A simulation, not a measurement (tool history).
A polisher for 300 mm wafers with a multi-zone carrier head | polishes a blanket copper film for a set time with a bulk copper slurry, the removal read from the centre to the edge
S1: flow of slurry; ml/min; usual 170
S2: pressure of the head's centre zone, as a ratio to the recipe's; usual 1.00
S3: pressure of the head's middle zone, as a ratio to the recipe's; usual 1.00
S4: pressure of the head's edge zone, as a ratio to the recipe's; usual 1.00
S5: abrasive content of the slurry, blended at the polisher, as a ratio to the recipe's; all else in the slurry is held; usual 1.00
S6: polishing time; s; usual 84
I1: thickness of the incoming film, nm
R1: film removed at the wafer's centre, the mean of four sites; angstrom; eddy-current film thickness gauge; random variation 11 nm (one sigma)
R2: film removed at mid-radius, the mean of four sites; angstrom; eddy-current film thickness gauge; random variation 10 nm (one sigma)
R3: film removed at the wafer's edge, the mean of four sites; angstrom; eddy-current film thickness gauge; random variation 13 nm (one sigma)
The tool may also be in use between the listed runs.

{"run": 1, "hour": 0.0, "S1": 170, "S2": 1.0, "S3": 1.03, "S4": 1.0, "S5": 1.0, "S6": 84, "I1": 4733.4, "R1": 11592, "R2": 11518, "R3": 11302}
{"run": 2, "hour": 58.5, "S1": 170, "S2": 1.0, "S3": 1.03, "S4": 1.0, "S5": 1.0, "S6": 84, "I1": 4765.6, "R1": 11589, "R2": 11581, "R3": 11136}
{"run": 3, "hour": 128.4, "S1": 170, "S2": 1.0, "S3": 0.93, "S4": 1.09, "S5": 1.0, "S6": 84, "I1": 4676.3, "R1": 11417, "R2": 10347, "R3": 11280}
{"hour": 148.8, "done": "worn pad replaced by a new one, repeated, since the last time left the tool worse"}
{"run": 4, "hour": 169.0, "S1": 170, "S2": 1.0, "S3": 1.0, "S4": 1.0, "S5": 1.0, "S6": 84, "I1": 4717.2, "R1": 12950, "R2": 12778, "R3": 12655}
{"run": 5, "hour": 204.0, "S1": 170, "S2": 1.0, "S3": 1.0, "S4": 1.0, "S5": 1.0, "S6": 84, "I1": 4675.9, "R1": 12881, "R2": 12678, "R3": 12450}
{"run": 6, "hour": 238.6, "S1": 170, "S2": 1.0, "S3": 1.0, "S4": 1.0, "S5": 1.0, "S6": 84, "I1": 4711.0, "R1": 12923, "R2": 12395, "R3": 12777}
{"hour": 252.6, "done": "slurry nozzle cleaned"}
{"hour": 301.1, "done": "edge zone pressure recalibrated"}
{"run": 7, "hour": 309.0, "S1": 170, "S2": 1.0, "S3": 1.0, "S4": 1.0, "S5": 1.0, "S6": 84, "I1": 4733.9, "R1": 12807, "R2": 12489, "R3": 12149}
{"hour": 335.1, "done": "centre zone pressure recalibrated"}
{"run": 8, "hour": 360.1, "S1": 130, "S2": 1.0, "S3": 1.0, "S4": 1.0, "S5": 1.0, "S6": 84, "I1": 4726.7, "R1": 11866, "R2": 11678, "R3": 12029}
{"hour": 383.6, "done": "worn pad replaced by a new one"}
{"run": 9, "hour": 393.9, "S1": 170, "S2": 1.0, "S3": 1.08, "S4": 1.08, "S5": 1.0, "S6": 84, "I1": 4745.8, "R1": 12983, "R2": 13264, "R3": 13173}
{"run": 10, "hour": 435.6, "S1": 135, "S2": 1.0, "S3": 1.0, "S4": 0.9, "S5": 1.0, "S6": 74, "I1": 4746.4, "R1": 10948, "R2": 10708, "R3": 10275}
{"run": 11, "hour": 491.7, "S1": 170, "S2": 1.0, "S3": 1.0, "S4": 1.07, "S5": 1.0, "S6": 84, "I1": 4722.7, "R1": 12801, "R2": 12505, "R3": 12871}
{"run": 12, "hour": 523.2, "S1": 170, "S2": 1.0, "S3": 1.03, "S4": 1.0, "S5": 1.0, "S6": 84, "I1": 4723.1, "R1": 12838, "R2": 12771, "R3": 12501}
{"run": 13, "hour": 562.8, "S1": 170, "S2": 1.05, "S3": 1.07, "S4": 0.9, "S5": 1.0, "S6": 84, "I1": 4789.8, "R1": 13238, "R2": 12933, "R3": 11750}
{"run": 14, "hour": 622.8, "S1": 170, "S2": 1.0, "S3": 1.0, "S4": 1.0, "S5": 1.2, "S6": 84, "I1": 4773.8, "R1": 12997, "R2": 12517, "R3": 12594}
{"hour": 656.2, "done": "worn pad replaced by a new one"}
{"run": 15, "hour": 671.0, "S1": 170, "S2": 1.0, "S3": 0.94, "S4": 1.0, "S5": 1.0, "S6": 84, "I1": 4801.0, "R1": 12748, "R2": 12081, "R3": 12633}
{"hour": 744.5, "done": "carrier head's membrane replaced by a new one"}
{"run": 16, "hour": 745.0, "S1": 170, "S2": 1.11, "S3": 1.0, "S4": 1.0, "S5": 1.0, "S6": 84, "I1": 4731.0, "R1": 14207, "R2": 12499, "R3": 12430}
{"run": 17, "hour": 809.2, "S1": 170, "S2": 1.0, "S3": 1.0, "S4": 1.0, "S5": 1.0, "S6": 84, "I1": 4701.5, "R1": 12839, "R2": 12355, "R3": 12243}
{"run": 18, "hour": 855.6, "S1": 170, "S2": 1.0, "S3": 1.0, "S4": 1.0, "S5": 1.0, "S6": 84, "I1": 4778.7, "R1": 12434, "R2": 12019, "R3": 12099}
{"hour": 907.3, "done": "worn pad replaced by a new one"}
{"run": 19, "hour": 914.4, "S1": 170, "S2": 1.03, "S3": 1.0, "S4": 1.0, "S5": 1.15, "S6": 84, "I1": 4714.8, "R1": 13855, "R2": 13328, "R3": 13134}
{"run": 20, "hour": 968.7, "S1": 170, "S2": 1.0, "S3": 1.03, "S4": 1.0, "S5": 1.0, "S6": 84, "I1": 4822.2, "R1": 12817, "R2": 12877, "R3": 12707}
{"hour": 1011.4, "done": "centre zone pressure recalibrated"}
{"run": 21, "hour": 1026.8, "S1": 170, "S2": 1.0, "S3": 1.0, "S4": 1.12, "S5": 0.9, "S6": 96, "I1": 4662.0, "R1": 14308, "R2": 13912, "R3": 14663}

Forecast each of these 4 alternatives for the next run:
{"run": "A", "hour": 1027.2, "S1": 170, "S2": 1.0, "S3": 1.0, "S4": 1.0, "S5": 1.0, "S6": 84, "I1": 4664.9, "R1": "?", "R2": "?", "R3": "?"}
{"run": "B", "hour": 1027.2, "S1": 170, "S2": 1.0, "S3": 0.96, "S4": 0.9, "S5": 1.25, "S6": 105, "I1": 4664.9, "R1": "?", "R2": "?", "R3": "?"}
{"run": "C", "hour": 1027.2, "S1": 170, "S2": 1.0, "S3": 0.97, "S4": 1.0, "S5": 1.0, "S6": 96, "I1": 4664.9, "R1": "?", "R2": "?", "R3": "?"}
{"run": "D", "hour": 1027.2, "S1": 130, "S2": 1.0, "S3": 1.0, "S4": 1.0, "S5": 1.15, "S6": 84, "I1": 4664.9, "R1": "?", "R2": "?", "R3": "?"}

run=A R1=12829 R2=12312 R3=12326
run=B R1=16927 R2=15703 R3=15489
run=C R1=14658 R2=13714 R3=14092
run=D R1=12713 R2=12262 R3=12406
Without the tool's hidden state the same runs would have given:
run=A R1=13038 R2=12513 R3=12527
run=B R1=17204 R2=15959 R3=15742
run=C R1=14898 R2=13938 R3=14322
run=D R1=12921 R2=12463 R3=12608
